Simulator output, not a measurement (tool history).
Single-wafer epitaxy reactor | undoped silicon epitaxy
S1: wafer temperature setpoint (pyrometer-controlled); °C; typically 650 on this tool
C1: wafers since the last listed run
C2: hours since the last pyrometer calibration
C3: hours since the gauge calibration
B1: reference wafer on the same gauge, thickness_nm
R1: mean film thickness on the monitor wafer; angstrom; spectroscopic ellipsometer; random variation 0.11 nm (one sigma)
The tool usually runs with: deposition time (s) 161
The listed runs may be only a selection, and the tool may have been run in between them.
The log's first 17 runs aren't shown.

Run 18, hour 1392.7: usual settings but S1 658 °C, deposition time (s) 137; C1 586; C2 1504.8; C3 1463.0; B1 25.406. Result: R1 266.44 angstrom.
Run 19, hour 1504.5: usual settings; C1 986; C2 1616.6; C3 1574.8; B1 25.401. Result: R1 270.85 angstrom.
Run 20, hour 1552.2: usual settings; C1 420; C2 1664.3; C3 1622.5; B1 25.378. Result: R1 267.26 angstrom.
Run 21, hour 1615.9: usual settings but S1 643 °C, deposition time (s) 130; C1 562; C2 1728.0; C3 1686.2; B1 25.395. Result: R1 188.61 angstrom.
At hour 1658.4: pyrometer calibrated.
Run 22, hour 1693.1: usual settings but S1 663 °C, deposition time (s) 151; C1 610; C2 34.7; C3 1763.4; B1 25.392. Result: R1 324.29 angstrom.
Run 23, hour 1784.1: usual settings but S1 662 °C, deposition time (s) 177; C1 803; C2 125.7; C3 1854.4; B1 25.388. Result: R1 373.41 angstrom.
Run 24, hour 1851.2: usual settings but S1 662 °C, deposition time (s) 148; C1 592; C2 192.8; C3 1921.5; B1 25.408. Result: R1 310.00 angstrom.
Run 25, hour 1923.3: usual settings but S1 656 °C, deposition time (s) 190; C1 636; C2 264.9; C3 1993.6; B1 25.402. Result: R1 357.75 angstrom.
Run 26, hour 1987.8: usual settings; C1 569; C2 329.4; C3 2058.1; B1 25.387. Result: R1 267.43 angstrom.
Run 27, hour 2040.9: usual settings but deposition time (s) 176; C1 468; C2 382.5; C3 2111.2; B1 25.411. Result: R1 293.99 angstrom.
Run 28, hour 2110.0: usual settings but S1 659 °C, deposition time (s) 178; C1 609; C2 451.6; C3 2180.3; B1 25.401. Result: R1 352.78 angstrom.
Run 29, hour 2162.5: usual settings but S1 665 °C, deposition time (s) 149; C1 463; C2 504.1; C3 2232.8; B1 25.387. Result: R1 330.56 angstrom.
At hour 2170.4: gauge calibrated.
Run 30, hour 2241.2: usual settings but S1 663 °C, deposition time (s) 182; C1 694; C2 582.8; C3 70.8; B1 25.389. Result: R1 391.33 angstrom.
Run 31, hour 2306.1: usual settings but S1 657 °C, deposition time (s) 187; C1 572; C2 647.7; C3 135.7; B1 25.388. Result: R1 359.02 angstrom.
Run 32, hour 2397.3: usual settings but deposition time (s) 151; C1 804; C2 738.9; C3 226.9; B1 25.410. Result: R1 250.65 angstrom.
Run 33, hour 2482.3: usual settings but S1 635 °C, deposition time (s) 190; C1 750; C2 823.9; C3 311.9; B1 25.399. Result: R1 237.42 angstrom.
Run 34, hour 2528.3: usual settings but S1 640 °C, deposition time (s) 176; C1 405; C2 869.9; C3 357.9; B1 25.411. Result: R1 241.97 angstrom.
Run 35, hour 2572.1: usual settings but S1 660 °C, deposition time (s) 188; C1 386; C2 913.7; C3 401.7; B1 25.399. Result: R1 379.22 angstrom.
Run 36, hour 2645.6: usual settings; C1 648; C2 987.2; C3 475.2; B1 25.393. Result: R1 269.95 angstrom.
Run 37, hour 2751.6: usual settings but S1 658 °C, deposition time (s) 146; C1 935; C2 1093.2; C3 581.2; B1 25.431. Result: R1 282.76 angstrom.

5 ways to go on from here, each from the tool as it stands after run 37. What would each give?
Run A, hour 2752.0: usual settings; C1 3; C2 1093.6; C3 581.6; B1 ?. Result: R1 ?.
Run B, hour 2752.0: usual settings but deposition time (s) 145; C1 3; C2 1093.6; C3 581.6; B1 ?. Result: R1 ?.
Run C, hour 2752.0: usual settings but S1 644 °C; C1 3; C2 1093.6; C3 581.6; B1 ?. Result: R1 ?.
Run D, hour 2752.0: usual settings but S1 642 °C, deposition time (s) 130; C1 3; C2 1093.6; C3 581.6; B1 ?. Result: R1 ?.
Run E, hour 2752.0: usual settings but S1 656 °C, deposition time (s) 181; C1 3; C2 1093.6; C3 581.6; B1 ?. Result: R1 ?.

run      B1      R1
  A  25.417  269.41
  B  25.417  242.64
  C  25.417  239.98
  D  25.417  186.38
  E  25.417  339.59
Stripped of hidden state, with their random variation kept, the same runs would have yielded:
run      R1
  A  269.41
  B  242.64
  C  239.98
  D  186.38
  E  339.59
